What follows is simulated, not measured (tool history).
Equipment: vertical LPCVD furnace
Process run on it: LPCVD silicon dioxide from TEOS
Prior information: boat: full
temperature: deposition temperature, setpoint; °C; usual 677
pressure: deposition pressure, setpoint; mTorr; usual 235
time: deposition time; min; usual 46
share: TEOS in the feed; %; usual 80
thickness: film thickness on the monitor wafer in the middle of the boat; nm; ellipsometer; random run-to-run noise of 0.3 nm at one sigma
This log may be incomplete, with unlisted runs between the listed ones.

| run | day | temperature | pressure | time | share | wafers since the last listed run | hours since the last temperature calibration | hours since the pressure gauge was zeroed | hours since the TEOS flow controller was replaced | hours since the gauge calibration | read-back reference wafer on the same gauge, thickness | thickness |
|---|---|---|---|---|---|---|---|---|---|---|---|---|
| 1 | 0 | 677 | 220 | 46 | 88 | 0 | 4226.8 | 3224.5 | 2489.2 | 226.3 | 196.01 | 224.04 |
| 2 | 0.542 | 677 | 220 | 46 | 88 | 94 | 4239.8 | 3237.5 | 2502.2 | 239.3 | 195.92 | 224.26 |
| 3 | 1.058 | 677 | 220 | 46 | 88 | 89 | 4252.2 | 3249.9 | 2514.6 | 251.7 | 196.05 | 224.64 |
| 4 | 1.925 | 670 | 235 | 46 | 80 | 150 | 4273 | 3270.7 | 2535.4 | 272.5 | 196.02 | 186.5 |
| 5 | 2.721 | 677 | 235 | 46 | 80 | 138 | 4292.1 | 3289.8 | 2554.5 | 291.6 | 196.01 | 221.54 |
| 6 | 3.296 | 677 | 235 | 46 | 80 | 100 | 4305.9 | 3303.6 | 2568.3 | 305.4 | 195.98 | 221.95 |
|  | 3.596 | gauge calibrated |
| 7 | 3.933 | 677 | 280 | 46 | 80 | 111 | 4321.2 | 3318.9 | 2583.6 | 8.1 | 196.04 | 242.33 |
|  | 5.05 | TEOS flow controller replaced |
| 8 | 5.071 | 677 | 280 | 46 | 80 | 23 | 4348.5 | 3346.2 | 0.5 | 35.4 | 195.98 | 242.97 |
| 9 | 5.288 | 677 | 280 | 46 | 80 | 37 | 4353.7 | 3351.4 | 5.7 | 40.6 | 196.06 | 242.02 |
| 10 | 5.571 | 677 | 235 | 46 | 80 | 49 | 4360.5 | 3358.2 | 12.5 | 47.4 | 195.97 | 222.04 |
| 11 | 6.296 | 682 | 185 | 53 | 85 | 126 | 4377.9 | 3375.6 | 29.9 | 64.8 | 195.97 | 264.72 |
|  | 7.538 | thermocouples replaced and temperature profile calibrated |
|  | 8.15 | pressure gauge zeroed |
| 12 | 8.171 | 677 | 235 | 30 | 80 | 45 | 15.2 | 0.5 | 74.9 | 109.8 | 195.99 | 132.28 |
| 13 | 8.392 | 677 | 235 | 46 | 80 | 38 | 20.5 | 5.8 | 80.2 | 115.1 | 196.03 | 202.83 |
| 14 | 8.608 | 677 | 235 | 46 | 80 | 37 | 25.7 | 11 | 85.4 | 120.3 | 195.95 | 202.31 |
| 15 | 8.825 | 677 | 235 | 46 | 80 | 37 | 30.9 | 16.2 | 90.6 | 125.5 | 195.99 | 202.38 |
| 16 | 9.046 | 665 | 235 | 46 | 80 | 38 | 36.2 | 21.5 | 95.9 | 130.8 | 196.05 | 150.65 |
| 17 | 9.396 | 685 | 235 | 46 | 80 | 60 | 44.6 | 29.9 | 104.3 | 139.2 | 195.94 | 245.55 |
| 18 | 10.229 | 683 | 255 | 53 | 84 | 145 | 64.6 | 49.9 | 124.3 | 159.2 | 196.06 | 287.75 |
| 19 | 11.092 | 677 | 255 | 60.5 | 80 | 150 | 85.3 | 70.6 | 145 | 179.9 | 195.98 | 277.63 |
| 20 | 11.554 | 681 | 205 | 46 | 80 | 80 | 96.4 | 81.7 | 156.1 | 191 | 195.95 | 208.3 |

What was the tool's hidden state at every run in the log?
true pressure minus gauge reading, mTorr: 0, the same for each run
deviation of the TEOS flow from its setpoint, %: 0, the same for each run
gauge reads high (%): 0, the same for each run
H1: true tube temperature minus thermocouple reading, K
| run | H1 |
|---|---|
| 1 | 4.09 |
| 2 | 4.12 |
| 3 | 4.14 |
| 4 | 4.18 |
| 5 | 4.22 |
| 6 | 4.24 |
| 7 | 4.27 |
| 8 | 4.32 |
| 9 | 4.33 |
| 10 | 4.35 |
| 11 | 4.38 |
| 12 | 0.486 |
| 13 | 0.486 |
| 14 | 0.486 |
| 15 | 0.486 |
| 16 | 0.486 |
| 17 | 0.487 |
| 18 | 0.487 |
| 19 | 0.488 |
| 20 | 0.488 |

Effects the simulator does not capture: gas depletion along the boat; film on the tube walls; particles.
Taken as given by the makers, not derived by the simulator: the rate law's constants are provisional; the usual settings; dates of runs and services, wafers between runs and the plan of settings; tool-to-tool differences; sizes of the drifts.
